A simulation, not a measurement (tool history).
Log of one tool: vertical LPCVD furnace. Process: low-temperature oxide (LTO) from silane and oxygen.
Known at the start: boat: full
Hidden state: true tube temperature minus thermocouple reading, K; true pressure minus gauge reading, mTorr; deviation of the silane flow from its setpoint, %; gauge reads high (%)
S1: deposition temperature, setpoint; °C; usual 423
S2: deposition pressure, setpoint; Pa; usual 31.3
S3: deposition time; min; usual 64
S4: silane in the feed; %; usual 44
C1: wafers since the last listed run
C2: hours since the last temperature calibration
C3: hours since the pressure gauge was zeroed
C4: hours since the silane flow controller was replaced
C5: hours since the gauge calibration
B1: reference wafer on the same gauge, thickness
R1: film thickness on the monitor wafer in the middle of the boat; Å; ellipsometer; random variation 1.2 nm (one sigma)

Run 1, day 0: usual settings but S2 28 Pa; C1 0; C2 2126.4; C3 3093.9; C4 2572.5; C5 49.6; B1 743.07. Result: R1 7335.7 Å.
Run 2, day 0.329: usual settings but S2 28 Pa; C1 145; C2 2134.3; C3 3101.8; C4 2580.4; C5 57.5; B1 742.96. Result: R1 7315.3 Å.
Run 3, day 1.042: usual settings; C1 315; C2 2151.4; C3 3118.9; C4 2597.5; C5 74.6; B1 743.02. Result: R1 8200.2 Å.
Run 4, day 1.633: usual settings; C1 262; C2 2165.6; C3 3133.1; C4 2611.7; C5 88.8; B1 743.03. Result: R1 8198.9 Å.
Run 5, day 2.017: usual settings but S1 426 °C, S3 52.5 min; C1 169; C2 2174.8; C3 3142.3; C4 2620.9; C5 98; B1 743.19. Result: R1 6925.7 Å.
Run 6, day 2.683: usual settings but S1 426 °C, S3 52.5 min; C1 295; C2 2190.8; C3 3158.3; C4 2636.9; C5 114; B1 742.95. Result: R1 6917.3 Å.
At day 2.917: gauge calibrated.
Run 7, day 3.204: usual settings but S1 426 °C, S3 52.5 min; C1 230; C2 2203.3; C3 3170.8; C4 2649.4; C5 6.9; B1 743. Result: R1 6921.5 Å.
Run 8, day 3.912: usual settings; C1 313; C2 2220.3; C3 3187.8; C4 2666.4; C5 23.9; B1 743.07. Result: R1 8205.3 Å.
Run 9, day 4.183: usual settings; C1 120; C2 2226.8; C3 3194.3; C4 2672.9; C5 30.4; B1 743.15. Result: R1 8182 Å.
Run 10, day 4.612: usual settings but S1 420 °C; C1 190; C2 2237.1; C3 3204.6; C4 2683.2; C5 40.7; B1 742.98. Result: R1 7964.4 Å.
Run 11, day 5.15: usual settings but S1 416 °C, S2 38 Pa, S3 78.5 min, S4 49 %; C1 238; C2 2250; C3 3217.5; C4 2696.1; C5 53.6; B1 742.83. Result: R1 12548.6 Å.
At day 6.679: thermocouples replaced and temperature profile calibrated.
At day 7.271: pressure gauge zeroed.
At day 7.308: silane flow controller replaced.
Run 12, day 7.329: usual settings; C1 243; C2 15.6; C3 1.4; C4 0.5; C5 105.9; B1 743.09. Result: R1 8202.1 Å.
Run 13, day 7.521: usual settings but S3 74.5 min; C1 84; C2 20.2; C3 6; C4 5.1; C5 110.5; B1 743.08. Result: R1 9523.6 Å.
Run 14, day 7.708: usual settings; C1 83; C2 24.7; C3 10.5; C4 9.6; C5 115; B1 742.86. Result: R1 8203.9 Å.
At day 7.717: gauge calibrated.
Run 15, day 7.896: usual settings but S1 426 °C, S3 52.5 min; C1 83; C2 29.2; C3 15; C4 14.1; C5 4.3; B1 742.93. Result: R1 6931.2 Å.
Run 16, day 8.354: usual settings but S3 55 min; C1 203; C2 40.2; C3 26; C4 25.1; C5 15.3; B1 742.79. Result: R1 7055 Å.
Run 17, day 8.804: usual settings but S1 416 °C, S2 24 Pa; C1 199; C2 51; C3 36.8; C4 35.9; C5 26.1; B1 742.84. Result: R1 5860.5 Å.
Run 18, day 9.217: usual settings but S1 431 °C, S3 45.5 min, S4 50 %; C1 182; C2 60.9; C3 46.7; C4 45.8; C5 36; B1 742.97. Result: R1 6983.5 Å.
Run 19, day 9.654: usual settings but S1 418 °C, S2 39.3 Pa, S3 76.5 min, S4 36 %; C1 193; C2 71.4; C3 57.2; C4 56.3; C5 46.5; B1 742.94. Result: R1 9335.2 Å.
Run 20, day 9.996: usual settings but S1 430 °C, S2 37.3 Pa, S3 81 min, S4 41 %; C1 151; C2 79.6; C3 65.4; C4 64.5; C5 54.7; B1 742.98. Result: R1 12312 Å.
Run 21, day 10.404: usual settings but S2 24.7 Pa, S3 50 min; C1 180; C2 89.4; C3 75.2; C4 74.3; C5 64.5; B1 742.93. Result: R1 5032.9 Å.

3 ways to go on from here, each from the tool as it stands after run 21. What would each give?
Run A, day 10.596: usual settings; C1 84; C2 94; C3 79.8; C4 78.9; C5 69.1; B1 ?. Result: R1 ?.
Run B, day 10.596: usual settings but S1 415 °C, S3 40 min; C1 84; C2 94; C3 79.8; C4 78.9; C5 69.1; B1 ?. Result: R1 ?.
Run C, day 10.596: usual settings but S2 34 Pa; C1 84; C2 94; C3 79.8; C4 78.9; C5 69.1; B1 ?. Result: R1 ?.

run      B1      R1
  A  743.05  8190.9
  B  743.05  4728.9
  C  743.05    8888
Without the tool's hidden state the same runs would have given:
run      R1
  A  8190.9
  B  4728.9
  C    8888
